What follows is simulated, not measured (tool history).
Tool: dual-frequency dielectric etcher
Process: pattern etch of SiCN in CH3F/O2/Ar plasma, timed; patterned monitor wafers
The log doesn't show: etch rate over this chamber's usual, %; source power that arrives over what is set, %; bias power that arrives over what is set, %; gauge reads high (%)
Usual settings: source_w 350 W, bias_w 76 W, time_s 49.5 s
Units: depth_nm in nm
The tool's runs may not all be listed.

run   hour  source_w  bias_w  time_s  wafers since the last listed run  hours since the last wet clean  hours since the last source power generator calibration  hours since the last bias power generator calibration  hours since the last upper electrode change  hours since the gauge calibration  read-back reference wafer on the same gauge, depth_nm  depth_nm
  1    0.0       350      76    49.5                                 0                           300.2                                                   2050.3                                                 1727.8                                       3891.4                              403.1                                                  22.49     19.87
  2   54.3       350      76    49.5                               387                           354.5                                                   2104.6                                                 1782.1                                       3945.7                              457.4                                                  22.49     19.86
  3  122.2       350      76    49.5                               484                           422.4                                                   2172.5                                                 1850.0                                       4013.6                              525.3                                                  22.48     19.93
     173.6  -- gauge calibrated
  4  179.2       350      76    49.5                               406                           479.4                                                   2229.5                                                 1907.0                                       4070.6                                5.6                                                  22.49     19.94
     307.5  -- upper electrode replaced
     316.6  -- wet clean of the chamber
  5  341.8       350      76    49.5                               923                            25.2                                                   2392.1                                                 2069.6                                         34.3                              168.2                                                  22.51     19.79
  6  374.7       350      76    49.5                               234                            58.1                                                   2425.0                                                 2102.5                                         67.2                              201.1                                                  22.51     19.76
     420.0  -- source power generator calibrated
     429.4  -- bias power generator calibrated
  7  444.6       350      76    49.5                               441                           128.0                                                     24.6                                                   15.2                                        137.1                              271.0                                                  22.50     19.37
  8  505.6       350      76    49.5                               434                           189.0                                                     85.6                                                   76.2                                        198.1                              332.0                                                  22.49     19.43
  9  577.0       320      71    54.5                               509                           260.4                                                    157.0                                                  147.6                                        269.5                              403.4                                                  22.49     19.48
 10  646.3       350      64    58.0                               494                           329.7                                                    226.3                                                  216.9                                        338.8                              472.7                                                  22.51     20.75
 11  702.3       350      76    44.0                               399                           385.7                                                    282.3                                                  272.9                                        394.8                              528.7                                                  22.53     17.39
     728.0  -- gauge calibrated
 12  755.3       350      76    49.5                               377                           438.7                                                    335.3                                                  325.9                                        447.8                               27.3                                                  22.50     19.65
 13  814.2       350      76    62.0                               419                           497.6                                                    394.2                                                  384.8                                        506.7                               86.2                                                  22.50     24.66
 14  921.6       410      89    38.5                               765                           605.0                                                    501.6                                                  492.2                                        614.1                              193.6                                                  22.52     18.43

4 ways to go on from here, each from the tool as it stands after run 14. What would each give?
  A  922.0       350      76    49.5                                 2                           605.4                                                    502.0                                                  492.6                                        614.5                              194.0                                                      ?         ?
  B  922.0       410      65    54.5                                 2                           605.4                                                    502.0                                                  492.6                                        614.5                              194.0                                                      ?         ?
  C  922.0       290      84    36.5                                 2                           605.4                                                    502.0                                                  492.6                                        614.5                              194.0                                                      ?         ?
  D  922.0       280      63    49.5                                 2                           605.4                                                    502.0                                                  492.6                                        614.5                              194.0                                                      ?         ?

run  read-back reference wafer on the same gauge, depth_nm  depth_nm
  A                                                  22.48     19.77
  B                                                  22.48     21.78
  C                                                  22.48     13.71
  D                                                  22.48     15.28
Without the tool's hidden state the same runs would have given:
run  depth_nm
  A     19.29
  B     21.24
  C     13.38
  D     14.90
